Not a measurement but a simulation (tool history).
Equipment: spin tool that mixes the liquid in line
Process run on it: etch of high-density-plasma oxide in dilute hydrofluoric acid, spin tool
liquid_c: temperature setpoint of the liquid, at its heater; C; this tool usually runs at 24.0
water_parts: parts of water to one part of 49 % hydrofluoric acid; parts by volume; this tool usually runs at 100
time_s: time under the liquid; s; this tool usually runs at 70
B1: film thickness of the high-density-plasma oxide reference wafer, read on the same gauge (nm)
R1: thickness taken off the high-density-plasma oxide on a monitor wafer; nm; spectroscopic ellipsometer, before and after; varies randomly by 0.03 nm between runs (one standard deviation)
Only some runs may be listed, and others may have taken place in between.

Run 1, hour 0.0: usual settings but time_s 55 s; B1 140.002. Result: R1 3.732 nm.
Run 2, hour 237.9: usual settings; B1 140.001. Result: R1 4.738 nm.
Run 3, hour 316.3: usual settings; B1 139.992. Result: R1 4.796 nm.
Run 4, hour 399.7: usual settings but water_parts 65 parts by volume; B1 139.994. Result: R1 7.581 nm.
Run 5, hour 454.6: usual settings but water_parts 65 parts by volume; B1 140.011. Result: R1 7.735 nm.
Run 6, hour 497.2: usual settings but water_parts 65 parts by volume; B1 140.019. Result: R1 7.739 nm.
Run 7, hour 601.1: usual settings but water_parts 60 parts by volume; B1 139.994. Result: R1 8.403 nm.
Run 8, hour 686.7: usual settings but water_parts 60 parts by volume; B1 139.993. Result: R1 8.115 nm.
Run 9, hour 757.0: usual settings but water_parts 60 parts by volume; B1 139.992. Result: R1 8.220 nm.
Run 10, hour 798.3: usual settings but liquid_c 27.0 C, water_parts 70 parts by volume; B1 139.991. Result: R1 7.785 nm.
Run 11, hour 900.0: usual settings but water_parts 85 parts by volume, time_s 45 s; B1 139.992. Result: R1 3.594 nm.
Run 12, hour 1000.2: usual settings but water_parts 85 parts by volume, time_s 45 s; B1 140.005. Result: R1 3.582 nm.
Run 13, hour 1230.1: usual settings but water_parts 85 parts by volume, time_s 45 s; B1 140.001. Result: R1 3.641 nm.
Run 14, hour 1330.9: usual settings but water_parts 115 parts by volume, time_s 90 s; B1 139.956. Result: R1 5.155 nm.
Run 15, hour 1385.4: usual settings but time_s 85 s; B1 139.989. Result: R1 5.812 nm.
Run 16, hour 1421.4: usual settings but liquid_c 27.0 C, water_parts 70 parts by volume; B1 140.012. Result: R1 8.039 nm.
Run 17, hour 1504.2: usual settings; B1 139.986. Result: R1 4.761 nm.
Run 18, hour 1641.4: usual settings but liquid_c 27.0 C, water_parts 60 parts by volume, time_s 85 s; B1 139.987. Result: R1 11.216 nm.
Run 19, hour 1748.2: usual settings but time_s 55 s; B1 140.038. Result: R1 3.733 nm.
Run 20, hour 1817.4: usual settings but liquid_c 21.5 C, water_parts 115 parts by volume; B1 139.979. Result: R1 3.587 nm.
Run 21, hour 1881.6: usual settings but water_parts 125 parts by volume, time_s 45 s; B1 139.985. Result: R1 2.353 nm.
Run 22, hour 1966.2: usual settings but water_parts 60 parts by volume, time_s 45 s; B1 140.041. Result: R1 5.365 nm.
Run 23, hour 2047.9: usual settings but liquid_c 29.0 C, water_parts 125 parts by volume, time_s 35 s; B1 140.030. Result: R1 2.232 nm.
Run 24, hour 2113.1: usual settings but liquid_c 19.5 C, water_parts 70 parts by volume, time_s 90 s; B1 139.999. Result: R1 7.619 nm.
Run 25, hour 2220.6: usual settings; B1 139.997. Result: R1 4.798 nm.
Run 26, hour 2313.8: usual settings but liquid_c 19.0 C, time_s 105 s; B1 139.995. Result: R1 5.784 nm.
Run 27, hour 2385.7: usual settings; B1 139.958. Result: R1 4.828 nm.
Run 28, hour 2447.5: usual settings but water_parts 140 parts by volume, time_s 105 s; B1 139.979. Result: R1 4.976 nm.
Run 29, hour 2544.9: usual settings; B1 140.015. Result: R1 4.629 nm.
Run 30, hour 2584.1: usual settings but water_parts 120 parts by volume, time_s 40 s; B1 139.991. Result: R1 2.164 nm.
Run 31, hour 2648.3: usual settings; B1 139.970. Result: R1 4.656 nm.
Run 32, hour 2745.2: usual settings but liquid_c 25.5 C, water_parts 145 parts by volume, time_s 105 s; B1 140.021. Result: R1 4.920 nm.

Withheld: 5 entries from between the runs. Position of each, and hidden state at the listed run before versus the listed run after:
In the gap between runs 7 and 8: hydrofluoric acid flow meter replaced (hour 645.1)
  hydrofluoric acid flow above the setpoint (%): 3.58 -> 0.238
  the result without the hidden state subtracted from the measured one, R1: +0.312 -> +0.021 nm
In the gap between runs 17 and 18: hydrofluoric acid flow meter replaced (hour 1567.2)
  hydrofluoric acid flow above the setpoint (%): 3.01 -> 1.12
  the result without the hidden state subtracted from the measured one, R1: +0.156 -> +0.136 nm
In the gap between runs 22 and 23: thermometer replaced (hour 1984.8); gauge calibrated (hour 2022.8)
  hydrofluoric acid flow above the setpoint (%): 2.23 -> 2.5
  the result without the hidden state subtracted from the measured one, R1: +0.126 -> +0.063 nm
In the gap between runs 28 and 29: hydrofluoric acid flow meter replaced (hour 2476.4)
  hydrofluoric acid flow above the setpoint (%): 3.86 -> 0.68
  the result without the hidden state subtracted from the measured one, R1: +0.214 -> +0.035 nm
